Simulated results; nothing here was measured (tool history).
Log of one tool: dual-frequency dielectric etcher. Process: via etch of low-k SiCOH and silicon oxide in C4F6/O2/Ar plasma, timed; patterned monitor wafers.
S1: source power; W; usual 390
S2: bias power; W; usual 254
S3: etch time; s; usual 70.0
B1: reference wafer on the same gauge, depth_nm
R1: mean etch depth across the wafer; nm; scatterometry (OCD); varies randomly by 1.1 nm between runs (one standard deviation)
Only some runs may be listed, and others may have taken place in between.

run    hour   S1   S2    S3     B1     R1
  1     0.0  390  254  70.0  177.0  204.3
       72.0  -- gauge calibrated
       76.9  -- wet clean of the chamber
  2    77.4  390  254  70.0  182.9  209.3
  3   101.9  390  254  70.0  182.6  209.3
  4   141.5  390  254  70.0  182.9  211.3
      166.5  -- source power generator calibrated
  5   170.9  390  254  70.0  182.4  208.2
  6   239.7  390  254  70.0  182.0  210.4
  7   298.5  390  254  70.0  181.7  209.8
  8   350.5  390  254  70.0  181.0  208.9
  9   385.1  350  309  78.0  180.9  241.0
 10   444.9  420  303  79.5  181.0  271.2
 11   489.9  390  235  77.0  180.5  219.2
      574.7  -- wet clean of the chamber
 12   575.2  390  254  70.0  180.2  209.3
 13   583.9  290  196  81.5  180.2  172.0
 14   615.5  450  254  70.0  179.6  226.2
 15   662.8  490  254  86.0  179.2  291.6
 16   730.3  390  211  70.0  178.9  187.5
 17   790.2  390  202  70.0  179.1  181.8
 18   838.2  390  289  70.0  178.2  223.8
 19   903.8  470  254  51.5  177.6  167.5
      912.6  -- bias power generator calibrated
 20   929.9  360  230  50.0  177.8  131.6
 21   992.6  390  254  70.0  177.4  206.4
     1025.7  -- upper electrode replaced
 22  1028.4  390  254  56.0  177.7  164.8
     1061.8  -- wet clean of the chamber
 23  1154.0  390  254  70.0  176.4  206.1
 24  1219.4  390  207  62.5  176.2  161.7
 25  1285.4  390  254  70.0  175.8  201.7
 26  1347.6  390  254  70.0  175.8  201.7
 27  1381.4  490  311  58.0  175.7  212.3
 28  1423.5  390  254  70.0  175.1  202.3
 29  1480.3  390  202  70.0  175.3  178.9

4 ways to go on from here, each from the tool as it stands after run 29. What would each give?
  A  1480.7  440  254  70.0   ?   ?
  B  1480.7  330  218  76.5   ?   ?
  C  1480.7  460  310  58.0   ?   ?
  D  1480.7  430  198  77.0   ?   ?

run     B1     R1
  A  175.1  217.1
  B  175.1  181.9
  C  175.1  204.6
  D  175.1  204.9
Had the tool no hidden state, the same runs would have come out as:
run     R1
  A  227.2
  B  190.4
  C  214.1
  D  214.5
